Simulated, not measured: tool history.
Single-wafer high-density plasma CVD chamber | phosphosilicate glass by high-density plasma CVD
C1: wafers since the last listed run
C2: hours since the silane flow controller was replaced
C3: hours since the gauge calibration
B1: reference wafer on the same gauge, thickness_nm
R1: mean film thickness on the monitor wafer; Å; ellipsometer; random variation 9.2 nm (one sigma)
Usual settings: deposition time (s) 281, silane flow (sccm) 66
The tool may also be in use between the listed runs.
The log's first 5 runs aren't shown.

Run 6, hour 372.9: usual settings but deposition time (s) 257, silane flow (sccm) 71; C1 779; C2 3162.1; C3 1688.9; B1 2125.011. Result: R1 17866.48 Å.
Run 7, hour 439.4: usual settings; C1 567; C2 3228.6; C3 1755.4; B1 2131.95. Result: R1 18006.3 Å.
Run 8, hour 511.9: usual settings; C1 618; C2 3301.1; C3 1827.9; B1 2135.17. Result: R1 18124.1 Å.
Run 9, hour 615.8: usual settings; C1 886; C2 3405; C3 1931.8; B1 2127.965. Result: R1 18114.96 Å.
Run 10, hour 703.5: usual settings; C1 748; C2 3492.7; C3 2019.5; B1 2129.669. Result: R1 18093.09 Å.
Run 11, hour 760.2: usual settings; C1 484; C2 3549.4; C3 2076.2; B1 2130.988. Result: R1 18137.94 Å.
Run 12, hour 858.3: usual settings; C1 837; C2 3647.5; C3 2174.3; B1 2122.621. Result: R1 18006.78 Å.
Run 13, hour 906.3: usual settings; C1 409; C2 3695.5; C3 2222.3; B1 2128.175. Result: R1 17831.23 Å.
Run 14, hour 998.4: usual settings; C1 786; C2 3787.6; C3 2314.4; B1 2126.741. Result: R1 18046.52 Å.
Run 15, hour 1055.3: usual settings; C1 485; C2 3844.5; C3 2371.3; B1 2129.939. Result: R1 18067.27 Å.
At hour 1082.1: silane flow controller replaced.
Run 16, hour 1137.6: usual settings; C1 634; C2 55.5; C3 2453.6; B1 2126.905. Result: R1 18346.12 Å.
Run 17, hour 1199.3: usual settings; C1 526; C2 117.2; C3 2515.3; B1 2127.282. Result: R1 18311.22 Å.
Run 18, hour 1238.3: usual settings; C1 332; C2 156.2; C3 2554.3; B1 2134.881. Result: R1 18461.53 Å.
Run 19, hour 1315.7: usual settings; C1 660; C2 233.6; C3 2631.7; B1 2136.15. Result: R1 18351.04 Å.
Run 20, hour 1420.2: usual settings; C1 892; C2 338.1; C3 2736.2; B1 2127.811. Result: R1 18266.52 Å.
Run 21, hour 1500.9: usual settings; C1 688; C2 418.8; C3 2816.9; B1 2130.7. Result: R1 18321.92 Å.
Run 22, hour 1582.8: usual settings but deposition time (s) 252, silane flow (sccm) 74; C1 699; C2 500.7; C3 2898.8; B1 2129.168. Result: R1 18512.45 Å.
At hour 1755.9: gauge calibrated.
Run 23, hour 1846.2: usual settings but deposition time (s) 327; C1 2248; C2 764.1; C3 90.3; B1 2130.162. Result: R1 21357.64 Å.
Run 24, hour 1886.5: usual settings but silane flow (sccm) 56; C1 344; C2 804.4; C3 130.6; B1 2129.824. Result: R1 15635.01 Å.

Forecast run 25:
Run 25, hour 1972.6: usual settings but deposition time (s) 322; C1 734; C2 890.5; C3 216.7; B1 ?. Result: R1 ?.

Run 25 gave B1 2127.754, R1 21057.84 Å.
Without the tool's hidden state the same run would have given R1 21210 Å.
